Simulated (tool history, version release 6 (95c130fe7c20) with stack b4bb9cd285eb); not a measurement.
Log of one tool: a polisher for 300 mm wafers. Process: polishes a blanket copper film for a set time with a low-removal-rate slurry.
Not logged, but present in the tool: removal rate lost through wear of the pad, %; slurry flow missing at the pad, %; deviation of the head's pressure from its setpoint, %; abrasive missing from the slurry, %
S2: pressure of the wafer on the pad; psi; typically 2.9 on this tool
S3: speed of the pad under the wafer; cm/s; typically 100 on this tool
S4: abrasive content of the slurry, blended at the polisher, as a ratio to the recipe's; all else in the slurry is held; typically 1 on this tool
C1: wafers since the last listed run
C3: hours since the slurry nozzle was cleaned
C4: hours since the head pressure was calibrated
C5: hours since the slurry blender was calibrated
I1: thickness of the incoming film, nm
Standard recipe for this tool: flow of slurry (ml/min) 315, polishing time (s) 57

{"run": 1, "day": 0.0, "flow of slurry (ml/min)": 315, "S2": 2.9, "S3": 100, "S4": 0.75, "polishing time (s)": 57, "C1": 0, "wafers polished on this pad": 2224, "C3": 668.4, "C4": 95.1, "C5": 81.5, "I1": 650.7, "film removed (angstrom)": 1655}
{"day": 0.046, "done": "slurry nozzle cleaned"}
{"run": 2, "day": 12.088, "flow of slurry (ml/min)": 315, "S2": 2.9, "S3": 100, "S4": 1, "polishing time (s)": 52, "C1": 2795, "wafers polished on this pad": 5020, "C3": 289, "C4": 385.2, "C5": 371.6, "I1": 651.3, "film removed (angstrom)": 1670}
{"day": 13.762, "done": "worn pad replaced by a new one"}
{"run": 3, "day": 14.579, "flow of slurry (ml/min)": 315, "S2": 2.9, "S3": 100, "S4": 1, "polishing time (s)": 52, "C1": 539, "wafers polished on this pad": 189, "C3": 348.8, "C4": 445, "C5": 431.4, "I1": 647, "film removed (angstrom)": 1668}
{"day": 16.533, "done": "slurry blender recalibrated"}
{"run": 4, "day": 18.979, "flow of slurry (ml/min)": 315, "S2": 2.9, "S3": 100, "S4": 1, "polishing time (s)": 52, "C1": 1001, "wafers polished on this pad": 1191, "C3": 454.4, "C4": 550.6, "C5": 58.7, "I1": 657.3, "film removed (angstrom)": 1790}
{"run": 5, "day": 21.958, "flow of slurry (ml/min)": 315, "S2": 2.9, "S3": 100, "S4": 1, "polishing time (s)": 57, "C1": 691, "wafers polished on this pad": 1882, "C3": 525.9, "C4": 622.1, "C5": 130.2, "I1": 639.4, "film removed (angstrom)": 1904}
{"day": 25.842, "done": "head pressure recalibrated"}
{"run": 6, "day": 26.171, "flow of slurry (ml/min)": 315, "S2": 2.9, "S3": 100, "S4": 1, "polishing time (s)": 57, "C1": 958, "wafers polished on this pad": 2840, "C3": 627, "C4": 7.9, "C5": 231.3, "I1": 643.4, "film removed (angstrom)": 1737}
{"run": 7, "day": 29.117, "flow of slurry (ml/min)": 315, "S2": 2.9, "S3": 100, "S4": 1, "polishing time (s)": 50, "C1": 683, "wafers polished on this pad": 3524, "C3": 697.7, "C4": 78.6, "C5": 302, "I1": 642.8, "film removed (angstrom)": 1524}
{"run": 8, "day": 31.412, "flow of slurry (ml/min)": 315, "S2": 2.9, "S3": 100, "S4": 1, "polishing time (s)": 50, "C1": 532, "wafers polished on this pad": 4057, "C3": 752.8, "C4": 133.7, "C5": 357.1, "I1": 642.1, "film removed (angstrom)": 1550}
{"day": 33.054, "done": "slurry nozzle cleaned"}
{"run": 9, "day": 35.183, "flow of slurry (ml/min)": 390, "S2": 2.9, "S3": 100, "S4": 1, "polishing time (s)": 57, "C1": 865, "wafers polished on this pad": 4922, "C3": 51.1, "C4": 224.2, "C5": 447.6, "I1": 656.1, "film removed (angstrom)": 1812}
{"day": 37.7, "done": "worn pad replaced by a new one"}
{"run": 10, "day": 41.058, "flow of slurry (ml/min)": 400, "S2": 2.9, "S3": 100, "S4": 1, "polishing time (s)": 57, "C1": 1324, "wafers polished on this pad": 779, "C3": 192.1, "C4": 365.2, "C5": 588.6, "I1": 652, "film removed (angstrom)": 1787}
{"day": 41.567, "done": "slurry blender recalibrated"}
{"run": 11, "day": 42.725, "flow of slurry (ml/min)": 400, "S2": 2.9, "S3": 100, "S4": 1, "polishing time (s)": 57, "C1": 367, "wafers polished on this pad": 1146, "C3": 232.1, "C4": 405.2, "C5": 27.8, "I1": 655.1, "film removed (angstrom)": 1933}
{"run": 12, "day": 44.808, "flow of slurry (ml/min)": 315, "S2": 2.9, "S3": 100, "S4": 1, "polishing time (s)": 57, "C1": 483, "wafers polished on this pad": 1630, "C3": 282.1, "C4": 455.2, "C5": 77.8, "I1": 645.3, "film removed (angstrom)": 1892}
{"run": 13, "day": 50.825, "flow of slurry (ml/min)": 315, "S2": 2.9, "S3": 100, "S4": 1, "polishing time (s)": 45, "C1": 1396, "wafers polished on this pad": 3026, "C3": 426.5, "C4": 599.6, "C5": 222.2, "I1": 643.1, "film removed (angstrom)": 1434}
{"run": 14, "day": 52.842, "flow of slurry (ml/min)": 375, "S2": 2.9, "S3": 76, "S4": 1, "polishing time (s)": 70, "C1": 468, "wafers polished on this pad": 3494, "C3": 474.9, "C4": 648, "C5": 270.6, "I1": 646.2, "film removed (angstrom)": 1724}
{"run": 15, "day": 55.625, "flow of slurry (ml/min)": 315, "S2": 2.9, "S3": 132, "S4": 1, "polishing time (s)": 57, "C1": 645, "wafers polished on this pad": 4140, "C3": 541.7, "C4": 714.8, "C5": 337.4, "I1": 656.2, "film removed (angstrom)": 2427}
{"run": 16, "day": 60.025, "flow of slurry (ml/min)": 315, "S2": 2.9, "S3": 114, "S4": 1, "polishing time (s)": 57, "C1": 1021, "wafers polished on this pad": 5162, "C3": 647.3, "C4": 820.4, "C5": 443, "I1": 640.5, "film removed (angstrom)": 2108}
{"day": 61.917, "done": "head pressure recalibrated"}
{"day": 62.808, "done": "worn pad replaced by a new one"}
{"run": 17, "day": 64.521, "flow of slurry (ml/min)": 260, "S2": 2.9, "S3": 100, "S4": 1, "polishing time (s)": 57, "C1": 985, "wafers polished on this pad": 397, "C3": 755.2, "C4": 62.5, "C5": 550.9, "I1": 639.1, "film removed (angstrom)": 1741}
{"day": 65.525, "done": "slurry blender recalibrated"}
{"day": 68.729, "done": "slurry nozzle cleaned"}
{"run": 18, "day": 68.908, "flow of slurry (ml/min)": 315, "S2": 2.9, "S3": 100, "S4": 1, "polishing time (s)": 57, "C1": 989, "wafers polished on this pad": 1386, "C3": 4.3, "C4": 167.8, "C5": 81.2, "I1": 655.4, "film removed (angstrom)": 1898}
{"run": 19, "day": 72.612, "flow of slurry (ml/min)": 385, "S2": 3.3, "S3": 80, "S4": 1.25, "polishing time (s)": 57, "C1": 859, "wafers polished on this pad": 2246, "C3": 93.2, "C4": 256.7, "C5": 170.1, "I1": 651.1, "film removed (angstrom)": 1844}
{"run": 20, "day": 74.196, "flow of slurry (ml/min)": 315, "S2": 2.9, "S3": 100, "S4": 0.8, "polishing time (s)": 57, "C1": 367, "wafers polished on this pad": 2613, "C3": 131.2, "C4": 294.7, "C5": 208.1, "I1": 653.8, "film removed (angstrom)": 1689}
{"run": 21, "day": 75.746, "flow of slurry (ml/min)": 315, "S2": 2.9, "S3": 76, "S4": 0.75, "polishing time (s)": 73, "C1": 359, "wafers polished on this pad": 2973, "C3": 168.4, "C4": 331.9, "C5": 245.3, "I1": 665.2, "film removed (angstrom)": 1605}
{"run": 22, "day": 78.25, "flow of slurry (ml/min)": 315, "S2": 3.5, "S3": 100, "S4": 1, "polishing time (s)": 57, "C1": 581, "wafers polished on this pad": 3554, "C3": 228.5, "C4": 392, "C5": 305.4, "I1": 665.2, "film removed (angstrom)": 2191}
{"run": 23, "day": 81.408, "flow of slurry (ml/min)": 230, "S2": 3.9, "S3": 72, "S4": 1, "polishing time (s)": 49, "C1": 733, "wafers polished on this pad": 4287, "C3": 304.3, "C4": 467.8, "C5": 381.2, "I1": 649.9, "film removed (angstrom)": 1500}
{"run": 24, "day": 83.412, "flow of slurry (ml/min)": 315, "S2": 2.9, "S3": 100, "S4": 1, "polishing time (s)": 57, "C1": 465, "wafers polished on this pad": 4752, "C3": 352.4, "C4": 515.9, "C5": 429.3, "I1": 635.2, "film removed (angstrom)": 1878}
{"day": 84.988, "done": "worn pad replaced by a new one"}
{"run": 25, "day": 86.417, "flow of slurry (ml/min)": 315, "S2": 2.9, "S3": 100, "S4": 1, "polishing time (s)": 57, "C1": 658, "wafers polished on this pad": 332, "C3": 424.5, "C4": 588, "C5": 501.4, "I1": 656.1, "film removed (angstrom)": 1850}
{"run": 26, "day": 89.412, "flow of slurry (ml/min)": 315, "S2": 2.9, "S3": 100, "S4": 1, "polishing time (s)": 57, "C1": 695, "wafers polished on this pad": 1027, "C3": 496.4, "C4": 659.9, "C5": 573.3, "I1": 647.2, "film removed (angstrom)": 1835}
{"day": 89.6, "done": "head pressure recalibrated"}
{"day": 91.05, "done": "slurry blender recalibrated"}
{"run": 27, "day": 92.879, "flow of slurry (ml/min)": 225, "S2": 2.9, "S3": 116, "S4": 1, "polishing time (s)": 47, "C1": 765, "wafers polished on this pad": 1793, "C3": 579.6, "C4": 78.7, "C5": 43.9, "I1": 649.8, "film removed (angstrom)": 1791}
{"run": 28, "day": 95.121, "flow of slurry (ml/min)": 225, "S2": 3.7, "S3": 134, "S4": 1, "polishing time (s)": 57, "C1": 520, "wafers polished on this pad": 2313, "C3": 633.4, "C4": 132.5, "C5": 97.7, "I1": 648.8, "film removed (angstrom)": 3204}
{"run": 29, "day": 97.688, "flow of slurry (ml/min)": 315, "S2": 2.9, "S3": 136, "S4": 1, "polishing time (s)": 57, "C1": 595, "wafers polished on this pad": 2909, "C3": 695, "C4": 194.1, "C5": 159.3, "I1": 658.9, "film removed (angstrom)": 2553}

Each row is a separate what-if for the run after 29, all from the same tool condition, not one after another. Results?
{"run": "A", "day": 97.704, "flow of slurry (ml/min)": 315, "S2": 2.9, "S3": 116, "S4": 1, "polishing time (s)": 57, "C1": 3, "wafers polished on this pad": 2913, "C3": 695.4, "C4": 194.5, "C5": 159.7, "I1": 649.5, "film removed (angstrom)": "?"}
{"run": "B", "day": 97.704, "flow of slurry (ml/min)": 315, "S2": 2.9, "S3": 100, "S4": 0.9, "polishing time (s)": 41, "C1": 3, "wafers polished on this pad": 2913, "C3": 695.4, "C4": 194.5, "C5": 159.7, "I1": 649.5, "film removed (angstrom)": "?"}
{"run": "C", "day": 97.704, "flow of slurry (ml/min)": 315, "S2": 3.9, "S3": 100, "S4": 1.15, "polishing time (s)": 57, "C1": 3, "wafers polished on this pad": 2913, "C3": 695.4, "C4": 194.5, "C5": 159.7, "I1": 649.5, "film removed (angstrom)": "?"}
{"run": "D", "day": 97.704, "flow of slurry (ml/min)": 345, "S2": 3.6, "S3": 124, "S4": 1.1, "polishing time (s)": 57, "C1": 3, "wafers polished on this pad": 2913, "C3": 695.4, "C4": 194.5, "C5": 159.7, "I1": 649.5, "film removed (angstrom)": "?"}
{"run": "E", "day": 97.704, "flow of slurry (ml/min)": 315, "S2": 2.9, "S3": 78, "S4": 1, "polishing time (s)": 57, "C1": 3, "wafers polished on this pad": 2913, "C3": 695.4, "C4": 194.5, "C5": 159.7, "I1": 649.5, "film removed (angstrom)": "?"}

run=A film_removed_(angstrom)=2188
run=B film_removed_(angstrom)=1306
run=C film_removed_(angstrom)=2661
run=D film_removed_(angstrom)=3015
run=E film_removed_(angstrom)=1471
What these runs would have given with no unlogged condition in the tool:
run=A film_removed_(angstrom)=2244
run=B film_removed_(angstrom)=1338
run=C film_removed_(angstrom)=2733
run=D film_removed_(angstrom)=3095
run=E film_removed_(angstrom)=1509
